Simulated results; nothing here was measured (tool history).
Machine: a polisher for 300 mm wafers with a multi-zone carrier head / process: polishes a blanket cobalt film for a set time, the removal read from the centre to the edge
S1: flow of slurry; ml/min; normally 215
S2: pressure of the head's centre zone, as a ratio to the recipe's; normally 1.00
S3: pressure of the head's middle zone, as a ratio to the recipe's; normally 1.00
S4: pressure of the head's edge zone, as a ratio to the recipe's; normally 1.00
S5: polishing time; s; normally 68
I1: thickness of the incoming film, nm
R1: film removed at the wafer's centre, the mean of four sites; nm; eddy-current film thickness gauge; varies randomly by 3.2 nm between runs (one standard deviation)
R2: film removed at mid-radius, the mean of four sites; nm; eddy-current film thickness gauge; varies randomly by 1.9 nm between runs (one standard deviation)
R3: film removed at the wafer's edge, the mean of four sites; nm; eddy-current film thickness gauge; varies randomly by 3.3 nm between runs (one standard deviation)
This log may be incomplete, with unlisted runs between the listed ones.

run   hour   S1    S2    S3    S4  S5      I1     R1     R2     R3
  1    0.0  215  1.00  1.00  1.00  68  1154.0  214.3  222.7  214.3
       2.0  -- worn pad replaced by a new one
  2   21.7  215  1.00  1.00  1.00  68  1153.7  237.2  243.1  236.6
  3   50.4  215  1.00  1.00  1.00  68  1162.4  244.5  243.3  231.3
  4   91.6  215  1.00  1.00  1.00  68  1149.8  231.5  238.5  229.2
  5  111.1  215  1.00  1.00  1.00  68  1145.2  226.8  232.5  226.0
     129.8  -- worn pad replaced by a new one
  6  142.4  215  1.00  1.00  1.00  68  1145.7  211.3  212.9  207.3
     148.3  -- edge zone pressure recalibrated
  7  159.6  215  1.00  1.00  1.00  68  1140.5  206.0  213.6  204.1
     169.2  -- carrier head's membrane replaced by a new one
     177.0  -- centre zone pressure recalibrated
  8  179.6  215  1.00  1.00  1.00  68  1151.7  204.5  211.4  207.2
  9  192.7  215  0.91  1.00  1.05  68  1140.0  184.6  207.9  202.4
     202.9  -- worn pad replaced by a new one, repeated, since the last time left the tool worse
 10  219.1  215  0.91  1.00  1.05  68  1148.3  222.3  246.4  238.8
 11  243.5  215  1.06  1.00  1.00  68  1132.6  255.7  244.4  234.3
     254.6  -- slurry nozzle cleaned
 12  261.5  215  1.00  1.00  1.00  68  1139.9  235.0  240.9  236.3
 13  292.2  215  1.00  1.00  1.00  51  1152.1  178.0  177.0  173.2
 14  308.1  290  0.95  0.97  0.89  68  1146.7  225.7  235.6  220.4
     324.2  -- worn pad replaced by a new one
 15  324.7  215  1.10  1.00  0.89  68  1139.1  258.9  245.6  228.9
 16  341.4  215  1.00  1.00  1.00  68  1129.8  240.6  246.4  234.1
 17  357.6  215  1.00  1.00  1.00  68  1151.8  240.5  244.2  233.6
 18  371.8  215  0.91  1.00  1.05  51  1159.5  166.0  182.8  182.0
 19  394.2  215  1.00  0.93  1.00  88  1136.1  300.4  292.8  299.9
 20  415.4  215  0.97  1.07  1.00  74  1157.0  250.6  271.7  249.7

Consider 5 possible next runs. They are alternatives, not a sequence: every one starts from the tool as it was left by run 20. What does each give?
  A  415.8  215  1.00  1.00  1.00  68  1157.5   ?   ?   ?
  B  415.8  150  1.00  1.00  1.00  90  1157.5   ?   ?   ?
  C  415.8  215  1.00  1.09  1.00  68  1157.5   ?   ?   ?
  D  415.8  215  1.00  0.96  1.00  68  1157.5   ?   ?   ?
  E  415.8  150  1.00  1.00  1.04  55  1157.5   ?   ?   ?

run     R1     R2     R3
  A  234.6  239.4  230.7
  B  289.7  297.8  291.8
  C  234.8  257.5  230.4
  D  234.6  231.3  230.8
  E  177.1  182.0  181.6
Without the tool's hidden state the same runs would have given:
run     R1     R2     R3
  A  243.7  248.6  239.6
  B  300.9  309.2  303.0
  C  243.8  267.5  239.3
  D  243.6  240.2  239.7
  E  183.9  189.0  188.6

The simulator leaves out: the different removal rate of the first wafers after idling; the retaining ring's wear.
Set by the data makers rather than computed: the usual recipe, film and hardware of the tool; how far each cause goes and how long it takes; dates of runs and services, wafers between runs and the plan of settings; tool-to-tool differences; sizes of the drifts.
